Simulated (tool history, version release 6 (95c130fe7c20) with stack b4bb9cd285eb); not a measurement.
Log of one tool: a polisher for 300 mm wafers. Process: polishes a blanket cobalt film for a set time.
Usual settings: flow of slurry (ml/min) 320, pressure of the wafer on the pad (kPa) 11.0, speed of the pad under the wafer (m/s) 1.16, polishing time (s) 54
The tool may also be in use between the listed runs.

| run | hour | flow of slurry (ml/min) | pressure of the wafer on the pad (kPa) | speed of the pad under the wafer (m/s) | polishing time (s) | wafers since the last listed run | wafers polished on this pad | hours since the slurry nozzle was cleaned | hours since the head pressure was calibrated | incoming thickness of the incoming film, nm | film removed (nm) |
|---|---|---|---|---|---|---|---|---|---|---|---|
| 1 | 0.0 | 320 | 11.0 | 1.16 | 54 | 0 | 1178 | 234.0 | 789.5 | 1464.9 | 208.2 |
|  | 10.1 | worn pad replaced by a new one |
| 2 | 28.4 | 320 | 11.0 | 1.16 | 54 | 241 | 181 | 262.4 | 817.9 | 1498.4 | 207.7 |
| 3 | 49.5 | 320 | 11.0 | 1.16 | 54 | 209 | 390 | 283.5 | 839.0 | 1459.7 | 206.4 |
| 4 | 77.8 | 320 | 13.1 | 1.16 | 54 | 280 | 671 | 311.8 | 867.3 | 1481.8 | 241.2 |
| 5 | 102.6 | 320 | 13.1 | 1.16 | 54 | 245 | 917 | 336.6 | 892.1 | 1486.8 | 241.0 |
| 6 | 128.3 | 320 | 13.1 | 1.16 | 54 | 254 | 1172 | 362.3 | 917.8 | 1472.3 | 239.6 |
|  | 132.5 | head pressure recalibrated |
| 7 | 153.8 | 320 | 11.0 | 1.16 | 54 | 233 | 1405 | 387.8 | 21.3 | 1477.2 | 207.3 |
|  | 158.8 | worn pad replaced by a new one |
| 8 | 176.7 | 320 | 11.0 | 1.16 | 54 | 187 | 177 | 410.7 | 44.2 | 1443.5 | 207.1 |
| 9 | 207.4 | 320 | 7.6 | 1.16 | 38 | 304 | 482 | 441.4 | 74.9 | 1489.6 | 105.9 |
| 10 | 231.4 | 320 | 11.0 | 0.84 | 62 | 237 | 720 | 465.4 | 98.9 | 1470.0 | 175.9 |
| 11 | 264.1 | 320 | 11.0 | 1.16 | 54 | 324 | 1044 | 498.1 | 131.6 | 1473.0 | 207.7 |
| 12 | 280.0 | 230 | 11.0 | 0.92 | 54 | 157 | 1202 | 514.0 | 147.5 | 1482.9 | 159.6 |
|  | 284.6 | worn pad replaced by a new one |
| 13 | 305.9 | 290 | 14.5 | 1.16 | 54 | 217 | 211 | 539.9 | 173.4 | 1455.4 | 261.7 |
|  | 308.6 | slurry nozzle cleaned |
| 14 | 330.6 | 320 | 11.0 | 1.16 | 46 | 234 | 446 | 22.0 | 198.1 | 1478.4 | 177.4 |
| 15 | 343.0 | 215 | 9.0 | 1.16 | 54 | 122 | 569 | 34.4 | 210.5 | 1480.6 | 165.0 |
| 16 | 378.9 | 320 | 11.0 | 1.16 | 54 | 355 | 925 | 70.3 | 246.4 | 1451.6 | 203.6 |
|  | 408.0 | worn pad replaced by a new one |
| 17 | 440.0 | 425 | 6.9 | 1.16 | 54 | 566 | 317 | 131.4 | 307.5 | 1498.1 | 140.6 |

Forecast each of these 4 alternatives for the next run:
| A | 440.4 | 320 | 11.0 | 1.16 | 54 | 3 | 321 | 131.8 | 307.9 | 1465.3 | ? |
| B | 440.4 | 320 | 11.0 | 1.16 | 63 | 3 | 321 | 131.8 | 307.9 | 1465.3 | ? |
| C | 440.4 | 280 | 11.0 | 1.26 | 72 | 3 | 321 | 131.8 | 307.9 | 1465.3 | ? |
| D | 440.4 | 320 | 11.0 | 1.16 | 39 | 3 | 321 | 131.8 | 307.9 | 1465.3 | ? |

| run | film removed (nm) |
|---|---|
| A | 206.8 |
| B | 241.3 |
| C | 296.2 |
| D | 149.4 |
Without the tool's hidden state the same runs would have given:
| run | film removed (nm) |
|---|---|
| A | 206.8 |
| B | 241.3 |
| C | 296.2 |
| D | 149.4 |

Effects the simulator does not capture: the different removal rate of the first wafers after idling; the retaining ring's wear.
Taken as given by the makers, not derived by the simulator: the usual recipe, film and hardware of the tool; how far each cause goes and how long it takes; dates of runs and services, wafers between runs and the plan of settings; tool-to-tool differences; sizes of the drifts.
